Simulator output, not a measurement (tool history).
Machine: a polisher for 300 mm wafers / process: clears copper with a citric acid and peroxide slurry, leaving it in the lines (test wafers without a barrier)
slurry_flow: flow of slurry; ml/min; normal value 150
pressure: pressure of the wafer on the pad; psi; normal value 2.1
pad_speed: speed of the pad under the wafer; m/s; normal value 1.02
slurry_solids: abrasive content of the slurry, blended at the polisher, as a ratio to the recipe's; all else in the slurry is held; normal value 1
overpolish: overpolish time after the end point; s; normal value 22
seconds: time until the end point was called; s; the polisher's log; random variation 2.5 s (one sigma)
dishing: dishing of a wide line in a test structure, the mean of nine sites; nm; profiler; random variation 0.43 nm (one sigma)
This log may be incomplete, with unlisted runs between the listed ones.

run    hour  slurry_flow  pressure  pad_speed  slurry_solids  overpolish  wafers since the last listed run  wafers polished on this pad  hours since the slurry nozzle was cleaned  hours since the head pressure was calibrated  hours since the slurry blender was calibrated  incoming thickness of the incoming film, nm  seconds  dishing
  1       0          150       2.1       1.02              1          22                                 0                          525                                       87.4                                         630.2                                            344                                        266.2    141.1     26.9
  2      39          150       2.1       1.02              1          22                               144                          670                                      126.4                                         669.2                                            383                                        270.9    140.9     27.6
  3    75.9          150       2.1       1.02              1          22                               136                          806                                      163.3                                         706.1                                          419.9                                        269.5    145.7     27.5
       85.2  -- slurry blender recalibrated
  4   109.1          150       2.1       1.02              1          22                               115                          922                                      196.5                                         739.3                                           23.9                                        266.6    143.4     26.6
      134.1  -- worn pad replaced by a new one
  5     172          150       2.1       1.02              1          22                               218                          140                                      259.4                                         802.2                                           86.8                                        271.6    144.3     27.3
  6   197.9          150       2.1       1.02              1          22                                95                          236                                      285.3                                         828.1                                          112.7                                        270.6    145.2     27.2
  7   228.6          150       2.1       1.02              1          26                               113                          350                                        316                                         858.8                                          143.4                                        269.2    146.8     31.5
  8   293.5          150       2.1       1.02              1          26                               240                          590                                      380.9                                         923.7                                          208.3                                          273    149.4     30.3
  9   355.3          150       2.1       1.02              1          26                               229                          819                                      442.7                                         985.5                                          270.1                                        273.7    153.6     31.2
      400.9  -- slurry nozzle cleaned
 10   405.6          150       2.1       1.02           1.05          26                               182                         1002                                        4.7                                        1035.8                                          320.4                                        268.2    139.7     32.2
      440.4  -- worn pad replaced by a new one
 11   448.2          150       2.1       1.02           1.05          26                               143                           29                                       47.3                                        1078.4                                            363                                        272.2    143.5     32.7
 12   482.1          150       2.1       1.02              1          12                               125                          154                                       81.2                                        1112.3                                          396.9                                        268.8    142.8     15.5
      527.4  -- slurry blender recalibrated
 13     547          150       2.1       1.02              1          12                               233                          387                                      146.1                                        1177.2                                           19.6                                        271.1    142.6     15.4
      576.2  -- head pressure recalibrated
 14   612.8          150       2.1       1.02              1          22                               236                          624                                      211.9                                          36.6                                           85.4                                        267.2    140.4     27.5
 15   678.6          150       2.1       1.02           1.15          28                               243                          868                                      277.7                                         102.4                                          151.2                                        271.4    139.9     34.9
      721.2  -- worn pad replaced by a new one
 16   806.2          150       2.1       1.02           1.25          16                               458                          314                                      405.3                                           230                                          278.8                                        266.5      139     20.1
      838.9  -- slurry nozzle cleaned
 17   873.5          150       2.1       1.02           0.75          22                               245                          560                                       34.6                                         297.3                                          346.1                                        268.5    152.5     26.7
 18   928.8          150       2.7       1.02              1          22                               204                          765                                       89.9                                         352.6                                          401.4                                        271.5    122.3     32.4
 19   953.6          150       2.1       1.02              1          22                                91                          857                                      114.7                                         377.4                                          426.2                                          274    143.6     27.5
      968.9  -- worn pad replaced by a new one
        972  -- slurry blender recalibrated
 20   991.1          150       2.1       1.02              1          22                               116                           74                                      152.2                                         414.9                                           19.1                                        265.9    142.4     27.3
 21  1061.2          150       2.1       0.78              1          22                               259                          334                                      222.3                                           485                                           89.2                                        270.2    179.4     23.1
 22  1127.3          170       2.1       1.02              1          22                               244                          579                                      288.4                                         551.1                                          155.3                                        270.4    140.6       27
 23  1169.2          150       1.8       0.92           1.25          16                               155                          735                                      330.3                                           593                                          197.2                                        272.9    167.2     17.6
 24    1203          150       2.1       1.02              1          35                               125                          860                                      364.1                                         626.8                                            231                                        273.5    149.1       39
     1242.5  -- worn pad replaced by a new one
 25  1256.4          150       1.8       0.92           1.25          16                               183                           51                                      417.5                                         680.2                                          284.4                                        270.3    169.2     17.1
 26  1280.5          150       2.1       0.88            0.9          32                                89                          140                                      441.6                                         704.3                                          308.5                                        270.1    173.3     32.7
     1317.7  -- slurry nozzle cleaned
 27  1351.5          150       2.1       1.02              1          22                               259                          400                                       33.8                                         775.3                                          379.5                                        269.4    144.3     27.1
     1406.1  -- slurry blender recalibrated
 28  1410.1          150       1.6       0.78              1          17                               209                          610                                       92.4                                         833.9                                              4                                        266.6    204.3     15.1

Give the tool's hidden conditions for every run:
removal rate lost through wear of the pad, %: 0 on each run
deviation of the head's pressure from its setpoint, %: 0 on each run
abrasive missing from the slurry, %: 0 on each run
H1: slurry flow missing at the pad, %
run     H1
  1   1.17
  2   2.18
  3   3.47
  4   4.92
  5   8.39
  6   10.1
  7   12.3
  8   17.8
  9     24
 10  0.102
 11   0.37
 12  0.897
 13   2.68
 14   5.53
 15   9.43
 16     20
 17  0.182
 18   1.02
 19   1.63
 20   2.84
 21   6.02
 22   10.1
 23   13.2
 24   16.1
 25   21.1
 26   23.6
 27  0.553
 28   1.45
